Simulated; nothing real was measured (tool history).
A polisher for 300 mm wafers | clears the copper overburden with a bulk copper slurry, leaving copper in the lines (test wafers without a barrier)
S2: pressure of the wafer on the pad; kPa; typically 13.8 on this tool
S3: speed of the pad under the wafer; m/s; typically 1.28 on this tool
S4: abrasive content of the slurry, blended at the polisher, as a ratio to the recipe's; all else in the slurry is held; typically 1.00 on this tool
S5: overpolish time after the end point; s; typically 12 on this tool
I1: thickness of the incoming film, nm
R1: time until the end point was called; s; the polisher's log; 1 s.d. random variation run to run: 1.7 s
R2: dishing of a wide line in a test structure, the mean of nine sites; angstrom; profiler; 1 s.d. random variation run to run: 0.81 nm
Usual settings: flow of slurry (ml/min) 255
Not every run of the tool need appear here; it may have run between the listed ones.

run 1 hour=0.0 | flow_of_slurry_(ml/min)=255 S2=13.8 S3=1.42 S4=1.00 S5=12 | I1=1366.0 | R1=181.5 R2=488
run 2 hour=96.5 | flow_of_slurry_(ml/min)=255 S2=13.8 S3=1.42 S4=1.00 S5=12 | I1=1339.8 | R1=182.5 R2=485
-- hour=137.2 slurry blender recalibrated
-- hour=144.6 slurry nozzle cleaned
-- hour=150.3 head pressure recalibrated
run 3 hour=301.2 | flow_of_slurry_(ml/min)=255 S2=13.8 S3=1.42 S4=1.00 S5=12 | I1=1377.8 | R1=179.6 R2=493
run 4 hour=341.7 | flow_of_slurry_(ml/min)=255 S2=13.8 S3=1.28 S4=1.00 S5=12 | I1=1324.3 | R1=194.8 R2=454
-- hour=387.3 worn pad replaced by a new one
run 5 hour=405.8 | flow_of_slurry_(ml/min)=275 S2=13.8 S3=1.28 S4=1.00 S5=12 | I1=1346.8 | R1=181.7 R2=475
run 6 hour=431.9 | flow_of_slurry_(ml/min)=285 S2=13.8 S3=1.28 S4=1.00 S5=8 | I1=1336.5 | R1=183.8 R2=363
run 7 hour=496.7 | flow_of_slurry_(ml/min)=185 S2=17.9 S3=1.28 S4=0.75 S5=12 | I1=1335.8 | R1=165.0 R2=518
run 8 hour=532.4 | flow_of_slurry_(ml/min)=335 S2=10.3 S3=1.28 S4=1.00 S5=17 | I1=1342.7 | R1=236.3 R2=475
run 9 hour=592.5 | flow_of_slurry_(ml/min)=255 S2=13.8 S3=1.28 S4=1.00 S5=12 | I1=1352.4 | R1=198.8 R2=445
-- hour=624.0 slurry blender recalibrated
run 10 hour=640.1 | flow_of_slurry_(ml/min)=220 S2=11.0 S3=0.84 S4=1.15 S5=12 | I1=1371.5 | R1=342.2 R2=298
-- hour=645.7 slurry nozzle cleaned
run 11 hour=692.9 | flow_of_slurry_(ml/min)=255 S2=13.8 S3=1.28 S4=1.00 S5=12 | I1=1348.2 | R1=199.2 R2=443
run 12 hour=742.7 | flow_of_slurry_(ml/min)=255 S2=13.8 S3=1.28 S4=1.00 S5=12 | I1=1343.4 | R1=201.6 R2=453
-- hour=869.9 worn pad replaced by a new one
run 13 hour=878.4 | flow_of_slurry_(ml/min)=255 S2=13.8 S3=1.28 S4=1.00 S5=6 | I1=1338.0 | R1=184.8 R2=282
run 14 hour=918.6 | flow_of_slurry_(ml/min)=255 S2=13.8 S3=1.28 S4=1.00 S5=12 | I1=1345.7 | R1=190.0 R2=462
run 15 hour=961.6 | flow_of_slurry_(ml/min)=310 S2=13.8 S3=1.28 S4=1.00 S5=17 | I1=1344.0 | R1=189.7 R2=584
-- hour=1111.1 slurry nozzle cleaned
run 16 hour=1111.6 | flow_of_slurry_(ml/min)=255 S2=13.8 S3=1.28 S4=1.00 S5=14 | I1=1349.4 | R1=202.7 R2=497
run 17 hour=1165.3 | flow_of_slurry_(ml/min)=255 S2=13.8 S3=1.28 S4=1.15 S5=17 | I1=1367.6 | R1=201.6 R2=578
-- hour=1175.5 slurry blender recalibrated
-- hour=1213.1 head pressure recalibrated
run 18 hour=1370.3 | flow_of_slurry_(ml/min)=320 S2=13.8 S3=0.94 S4=0.75 S5=16 | I1=1361.7 | R1=261.7 R2=463
run 19 hour=1399.3 | flow_of_slurry_(ml/min)=255 S2=13.8 S3=1.28 S4=1.00 S5=12 | I1=1359.6 | R1=197.9 R2=454
-- hour=1409.0 worn pad replaced by a new one
run 20 hour=1436.9 | flow_of_slurry_(ml/min)=255 S2=13.8 S3=1.28 S4=1.00 S5=12 | I1=1364.8 | R1=183.1 R2=472
run 21 hour=1476.7 | flow_of_slurry_(ml/min)=255 S2=10.3 S3=1.28 S4=1.15 S5=10 | I1=1371.2 | R1=234.3 R2=351
run 22 hour=1527.8 | flow_of_slurry_(ml/min)=255 S2=13.8 S3=1.28 S4=1.20 S5=9 | I1=1351.4 | R1=185.4 R2=385
run 23 hour=1576.3 | flow_of_slurry_(ml/min)=300 S2=15.2 S3=1.28 S4=1.25 S5=7 | I1=1370.9 | R1=176.3 R2=338
-- hour=1601.2 slurry nozzle cleaned
run 24 hour=1645.4 | flow_of_slurry_(ml/min)=255 S2=16.5 S3=1.28 S4=1.00 S5=12 | I1=1357.7 | R1=173.3 R2=519
run 25 hour=1708.5 | flow_of_slurry_(ml/min)=220 S2=17.9 S3=1.28 S4=1.00 S5=12 | I1=1345.3 | R1=163.8 R2=535
-- hour=1733.2 slurry blender recalibrated
run 26 hour=1772.4 | flow_of_slurry_(ml/min)=300 S2=13.8 S3=1.28 S4=1.00 S5=12 | I1=1353.5 | R1=199.5 R2=454
run 27 hour=1802.5 | flow_of_slurry_(ml/min)=205 S2=10.3 S3=1.64 S4=1.00 S5=12 | I1=1353.0 | R1=211.0 R2=428
run 28 hour=1870.4 | flow_of_slurry_(ml/min)=315 S2=13.8 S3=1.28 S4=1.00 S5=16 | I1=1357.4 | R1=201.8 R2=554

4 ways to go on from here, each from the tool as it stands after run 28. What would each give?
run A hour=1870.9 | flow_of_slurry_(ml/min)=175 S2=13.8 S3=1.28 S4=1.00 S5=12 | I1=1377.2 | R1=? R2=?
run B hour=1870.9 | flow_of_slurry_(ml/min)=285 S2=13.8 S3=1.28 S4=0.75 S5=12 | I1=1377.2 | R1=? R2=?
run C hour=1870.9 | flow_of_slurry_(ml/min)=255 S2=9.7 S3=1.28 S4=0.85 S5=19 | I1=1377.2 | R1=? R2=?
run D hour=1870.9 | flow_of_slurry_(ml/min)=180 S2=13.8 S3=1.28 S4=1.30 S5=12 | I1=1377.2 | R1=? R2=?

run=A R1=223.1 R2=436
run=B R1=218.2 R2=443
run=C R1=286.8 R2=485
run=D R1=212.2 R2=452
The same runs, with their run-to-run variation unchanged, on a tool lacking any hidden condition would have given:
run=A R1=189.1 R2=492
run=B R1=185.0 R2=499
run=C R1=243.1 R2=541
run=D R1=179.9 R2=508
